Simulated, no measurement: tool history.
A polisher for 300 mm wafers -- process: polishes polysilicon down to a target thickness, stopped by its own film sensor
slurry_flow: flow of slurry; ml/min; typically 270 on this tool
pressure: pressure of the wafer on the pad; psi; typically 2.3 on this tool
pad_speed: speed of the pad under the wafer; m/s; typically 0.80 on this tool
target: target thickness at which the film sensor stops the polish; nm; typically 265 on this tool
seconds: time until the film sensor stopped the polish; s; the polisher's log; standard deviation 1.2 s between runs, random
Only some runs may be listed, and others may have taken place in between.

| run | day | slurry_flow | pressure | pad_speed | target | wafers since the last listed run | wafers polished on this pad | hours since the slurry nozzle was cleaned | hours since the head pressure was calibrated | incoming thickness of the incoming film, nm | seconds |
|---|---|---|---|---|---|---|---|---|---|---|---|
| 1 | 0.000 | 270 | 2.3 | 0.80 | 265 | 0 | 331 | 167.1 | 915.9 | 700.2 | 106.7 |
| 2 | 2.792 | 270 | 2.3 | 0.80 | 265 | 353 | 684 | 234.1 | 982.9 | 687.1 | 104.2 |
| 3 | 5.212 | 325 | 2.3 | 0.80 | 265 | 306 | 990 | 292.2 | 1041.0 | 686.1 | 102.9 |
|  | 6.788 | worn pad replaced by a new one |
| 4 | 8.158 | 325 | 2.3 | 0.80 | 265 | 351 | 173 | 362.9 | 1111.7 | 697.2 | 106.5 |
| 5 | 10.162 | 270 | 2.3 | 0.80 | 265 | 253 | 427 | 411.0 | 1159.8 | 699.0 | 108.8 |
| 6 | 11.458 | 270 | 2.3 | 0.80 | 265 | 164 | 591 | 442.1 | 1190.9 | 694.4 | 107.3 |
|  | 13.525 | slurry nozzle cleaned |
| 7 | 13.750 | 270 | 2.3 | 0.80 | 265 | 284 | 875 | 5.4 | 1245.9 | 696.8 | 108.0 |
|  | 15.908 | worn pad replaced by a new one |
| 8 | 15.929 | 270 | 2.3 | 0.80 | 265 | 254 | 2 | 57.7 | 1298.2 | 683.6 | 103.1 |
| 9 | 18.067 | 270 | 2.3 | 0.80 | 265 | 270 | 272 | 109.0 | 1349.5 | 697.4 | 109.2 |
| 10 | 19.412 | 270 | 2.3 | 0.56 | 132 | 170 | 443 | 141.3 | 1381.8 | 689.7 | 196.7 |
| 11 | 21.304 | 270 | 2.3 | 0.80 | 265 | 239 | 682 | 186.7 | 1427.2 | 697.8 | 108.1 |
| 12 | 23.050 | 270 | 2.0 | 0.80 | 198 | 220 | 903 | 228.6 | 1469.1 | 683.0 | 138.8 |
|  | 23.754 | head pressure recalibrated |
| 13 | 25.383 | 355 | 2.3 | 1.04 | 265 | 284 | 1188 | 284.6 | 39.1 | 688.1 | 80.6 |
|  | 26.067 | worn pad replaced by a new one |
| 14 | 28.125 | 270 | 2.3 | 0.80 | 265 | 325 | 260 | 350.4 | 104.9 | 701.1 | 108.7 |
| 15 | 31.112 | 190 | 2.8 | 0.80 | 265 | 378 | 638 | 422.1 | 176.6 | 698.7 | 89.8 |
| 16 | 32.367 | 355 | 2.8 | 1.00 | 318 | 158 | 797 | 452.2 | 206.7 | 693.2 | 61.1 |
| 17 | 34.154 | 270 | 2.3 | 0.80 | 265 | 226 | 1023 | 495.1 | 249.6 | 688.9 | 103.3 |
|  | 34.833 | worn pad replaced by a new one |
| 18 | 36.550 | 220 | 2.3 | 0.80 | 265 | 282 | 217 | 552.6 | 307.1 | 683.0 | 105.7 |

Here are 3 independent what-if runs from the current tool condition. What would each one return?
| A | 36.567 | 270 | 2.3 | 0.80 | 265 | 2 | 219 | 553.0 | 307.5 | 692.2 | ? |
| B | 36.567 | 270 | 2.3 | 0.66 | 265 | 2 | 219 | 553.0 | 307.5 | 692.2 | ? |
| C | 36.567 | 185 | 1.9 | 1.02 | 309 | 2 | 219 | 553.0 | 307.5 | 692.2 | ? |

| run | seconds |
|---|---|
| A | 109.3 |
| B | 132.5 |
| C | 95.3 |
With the hidden condition removed and each run's random variation left untouched, the same runs would have given:
| run | seconds |
|---|---|
| A | 109.3 |
| B | 132.5 |
| C | 95.3 |

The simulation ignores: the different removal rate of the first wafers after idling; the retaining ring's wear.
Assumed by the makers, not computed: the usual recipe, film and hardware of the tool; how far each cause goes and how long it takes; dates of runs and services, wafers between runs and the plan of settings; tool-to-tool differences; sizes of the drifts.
